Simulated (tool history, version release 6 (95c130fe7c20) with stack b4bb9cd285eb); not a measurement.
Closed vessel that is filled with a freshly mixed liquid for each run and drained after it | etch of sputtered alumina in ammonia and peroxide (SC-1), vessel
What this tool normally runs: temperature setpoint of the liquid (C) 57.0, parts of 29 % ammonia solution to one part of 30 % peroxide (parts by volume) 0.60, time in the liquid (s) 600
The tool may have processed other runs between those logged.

run	hour	temperature setpoint of the liquid (C)	parts of 29 % ammonia solution to one part of 30 % peroxide (parts by volume)	time in the liquid (s)	read-back film thickness of the sputtered alumina reference wafer, read on the same gauge (nm)	thickness taken off the sputtered alumina on a monitor wafer (angstrom)
1	0.0	52.5	0.60	600	139.97	307.0
2	66.7	52.5	0.60	600	139.96	305.9
3	134.4	57.0	0.60	600	139.97	387.2
4	261.8	57.0	0.60	600	139.97	389.0
# hour 277.2: new drum of ammonia solution connected
5	297.3	57.0	0.60	855	139.99	555.9
# hour 343.2: gauge calibrated
6	364.4	57.0	0.60	855	140.02	557.1
7	403.9	57.0	0.60	855	140.01	554.6
8	457.0	50.5	0.85	600	139.99	284.0
9	525.5	57.0	0.60	600	140.02	388.7
10	553.1	52.0	0.90	300	139.98	154.4
11	620.4	53.5	0.80	420	140.06	232.2
12	647.6	57.0	0.75	445	140.02	293.8
13	690.3	57.0	0.60	600	140.04	387.8
14	723.2	57.0	0.45	355	140.04	223.4
15	774.3	57.0	0.60	600	139.95	386.3
# hour 776.4: ammonia flow meter replaced
16	808.2	57.0	0.50	360	140.06	230.4
# hour 964.0: thermometer replaced
17	995.6	57.0	0.50	360	140.02	228.8
18	1035.1	65.0	0.45	785	140.00	746.3
19	1074.8	53.0	0.50	290	139.94	148.6
20	1118.5	50.5	0.60	600	140.03	273.5
21	1156.4	57.0	0.60	600	140.03	385.6
# hour 1172.9: new drum of ammonia solution connected
22	1222.4	59.5	0.60	600	139.94	445.2
23	1291.1	65.0	0.45	785	139.97	745.1
24	1338.5	63.5	0.60	600	140.03	547.4

The next listed run, before its measurement:
25	1381.6	57.0	0.60	600	?	?

Run 25 measured read-back film thickness of the sputtered alumina reference wafer, read on the same gauge (nm) 140.03, thickness taken off the sputtered alumina on a monitor wafer (angstrom) 391.1.
With no hidden state in the tool, this same run would have given thickness taken off the sputtered alumina on a monitor wafer (angstrom) 395.4.
